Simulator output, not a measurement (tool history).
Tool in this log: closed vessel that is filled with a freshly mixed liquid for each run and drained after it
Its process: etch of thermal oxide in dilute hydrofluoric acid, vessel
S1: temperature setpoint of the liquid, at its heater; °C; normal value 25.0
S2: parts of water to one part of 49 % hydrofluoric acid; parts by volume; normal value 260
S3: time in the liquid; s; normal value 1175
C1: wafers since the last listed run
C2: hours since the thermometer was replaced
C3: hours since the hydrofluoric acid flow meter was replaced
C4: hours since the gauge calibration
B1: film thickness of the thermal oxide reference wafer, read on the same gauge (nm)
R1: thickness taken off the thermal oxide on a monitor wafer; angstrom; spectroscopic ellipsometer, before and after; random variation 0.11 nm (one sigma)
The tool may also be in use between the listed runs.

Run 1, hour 0.0: usual settings; C1 0; C2 1275.5; C3 1163.5; C4 792.5; B1 120.02. Result: R1 161.7 angstrom.
Run 2, hour 106.5: usual settings; C1 6489; C2 1382.0; C3 1270.0; C4 899.0; B1 120.01. Result: R1 162.4 angstrom.
Run 3, hour 140.6: usual settings; C1 2077; C2 1416.1; C3 1304.1; C4 933.1; B1 120.01. Result: R1 160.9 angstrom.
Run 4, hour 169.8: usual settings; C1 1779; C2 1445.3; C3 1333.3; C4 962.3; B1 120.00. Result: R1 162.9 angstrom.
Run 5, hour 216.8: usual settings but S1 21.5 °C; C1 2863; C2 1492.3; C3 1380.3; C4 1009.3; B1 120.01. Result: R1 143.8 angstrom.
Run 6, hour 283.3: usual settings but S1 21.5 °C; C1 4051; C2 1558.8; C3 1446.8; C4 1075.8; B1 120.00. Result: R1 142.7 angstrom.
Run 7, hour 348.2: usual settings but S1 21.5 °C; C1 3954; C2 1623.7; C3 1511.7; C4 1140.7; B1 120.01. Result: R1 140.8 angstrom.
Run 8, hour 441.5: usual settings; C1 5684; C2 1717.0; C3 1605.0; C4 1234.0; B1 120.00. Result: R1 160.2 angstrom.
Run 9, hour 499.7: usual settings but S1 26.5 °C; C1 3546; C2 1775.2; C3 1663.2; C4 1292.2; B1 120.00. Result: R1 169.3 angstrom.
At hour 553.4: thermometer replaced.
Run 10, hour 564.5: usual settings but S1 26.5 °C; C1 3887; C2 11.1; C3 1728.0; C4 1357.0; B1 120.01. Result: R1 168.3 angstrom.
Run 11, hour 623.4: usual settings but S1 26.5 °C; C1 3588; C2 70.0; C3 1786.9; C4 1415.9; B1 120.00. Result: R1 167.9 angstrom.
Run 12, hour 685.6: usual settings but S2 310 parts by volume; C1 3789; C2 132.2; C3 1849.1; C4 1478.1; B1 120.00. Result: R1 126.9 angstrom.
Run 13, hour 752.5: usual settings but S2 310 parts by volume; C1 4076; C2 199.1; C3 1916.0; C4 1545.0; B1 120.00. Result: R1 126.3 angstrom.
Run 14, hour 805.5: usual settings but S2 310 parts by volume; C1 3229; C2 252.1; C3 1969.0; C4 1598.0; B1 119.97. Result: R1 127.4 angstrom.
Run 15, hour 870.8: usual settings but S2 205 parts by volume; C1 3978; C2 317.4; C3 2034.3; C4 1663.3; B1 120.00. Result: R1 211.7 angstrom.
Run 16, hour 897.6: usual settings; C1 1632; C2 344.2; C3 2061.1; C4 1690.1; B1 119.99. Result: R1 157.3 angstrom.
Run 17, hour 942.0: usual settings; C1 2705; C2 388.6; C3 2105.5; C4 1734.5; B1 119.98. Result: R1 159.3 angstrom.
Run 18, hour 1012.4: usual settings but S1 21.0 °C, S2 370 parts by volume; C1 4289; C2 459.0; C3 2175.9; C4 1804.9; B1 119.99. Result: R1 86.5 angstrom.
Run 19, hour 1056.5: usual settings; C1 2687; C2 503.1; C3 2220.0; C4 1849.0; B1 120.00. Result: R1 156.7 angstrom.
Run 20, hour 1091.9: usual settings but S3 1590 s; C1 2156; C2 538.5; C3 2255.4; C4 1884.4; B1 120.00. Result: R1 210.1 angstrom.
At hour 1131.6: hydrofluoric acid flow meter replaced.
At hour 1155.3: gauge calibrated.
Run 21, hour 1157.7: usual settings but S2 340 parts by volume; C1 3948; C2 604.3; C3 26.1; C4 2.4; B1 120.00. Result: R1 102.6 angstrom.
Run 22, hour 1192.0: usual settings but S1 28.0 °C; C1 2089; C2 638.6; C3 60.4; C4 36.7; B1 120.01. Result: R1 162.3 angstrom.
Run 23, hour 1263.7: usual settings but S2 200 parts by volume; C1 4368; C2 710.3; C3 132.1; C4 108.4; B1 120.00. Result: R1 201.6 angstrom.
Run 24, hour 1312.5: usual settings but S1 27.0 °C, S2 330 parts by volume, S3 635 s; C1 2973; C2 759.1; C3 180.9; C4 157.2; B1 120.00. Result: R1 61.0 angstrom.
Run 25, hour 1358.3: usual settings but S1 20.5 °C, S2 325 parts by volume; C1 2790; C2 804.9; C3 226.7; C4 203.0; B1 119.99. Result: R1 91.3 angstrom.
Run 26, hour 1404.2: usual settings; C1 2796; C2 850.8; C3 272.6; C4 248.9; B1 119.98. Result: R1 146.6 angstrom.
Run 27, hour 1440.4: usual settings; C1 2205; C2 887.0; C3 308.8; C4 285.1; B1 119.99. Result: R1 144.0 angstrom.
Run 28, hour 1478.9: usual settings but S2 390 parts by volume, S3 855 s; C1 2345; C2 925.5; C3 347.3; C4 323.6; B1 120.01. Result: R1 60.9 angstrom.
At hour 1491.8: hydrofluoric acid flow meter replaced, repeated, since the last time left the tool worse.
Run 29, hour 1636.9: usual settings but S1 23.5 °C, S2 380 parts by volume; C1 9566; C2 1083.5; C3 145.1; C4 481.6; B1 120.03. Result: R1 96.6 angstrom.
Run 30, hour 1692.2: usual settings but S1 21.0 °C, S2 135 parts by volume, S3 1615 s; C1 3369; C2 1138.8; C3 200.4; C4 536.9; B1 120.02. Result: R1 440.6 angstrom.
Run 31, hour 1747.8: usual settings; C1 3387; C2 1194.4; C3 256.0; C4 592.5; B1 119.99. Result: R1 166.3 angstrom.

Describe how what the log doesn't record of the tool's condition differs between the last listed run preceding each entry between runs and the first listed run following it.
Logged between run 9 and run 10: thermometer replaced (hour 553.4)
  hydrofluoric acid flow below the setpoint (%): 4.56 -> 4.73
  measured result minus the result with no hidden state, R1: -10.4 -> -10.8 angstrom
Logged between run 20 and run 21: hydrofluoric acid flow meter replaced (hour 1131.6); gauge calibrated (hour 1155.3)
  hydrofluoric acid flow below the setpoint (%): 6.06 -> 11.3
  measured result minus the result with no hidden state, R1: -17.4 -> -17.9 angstrom
Logged between run 28 and run 29: hydrofluoric acid flow meter replaced, repeated, since the last time left the tool worse (hour 1491.8)
  hydrofluoric acid flow below the setpoint (%): 12.1 -> 1.06
  measured result minus the result with no hidden state, R1: -11.9 -> -1.4 angstrom

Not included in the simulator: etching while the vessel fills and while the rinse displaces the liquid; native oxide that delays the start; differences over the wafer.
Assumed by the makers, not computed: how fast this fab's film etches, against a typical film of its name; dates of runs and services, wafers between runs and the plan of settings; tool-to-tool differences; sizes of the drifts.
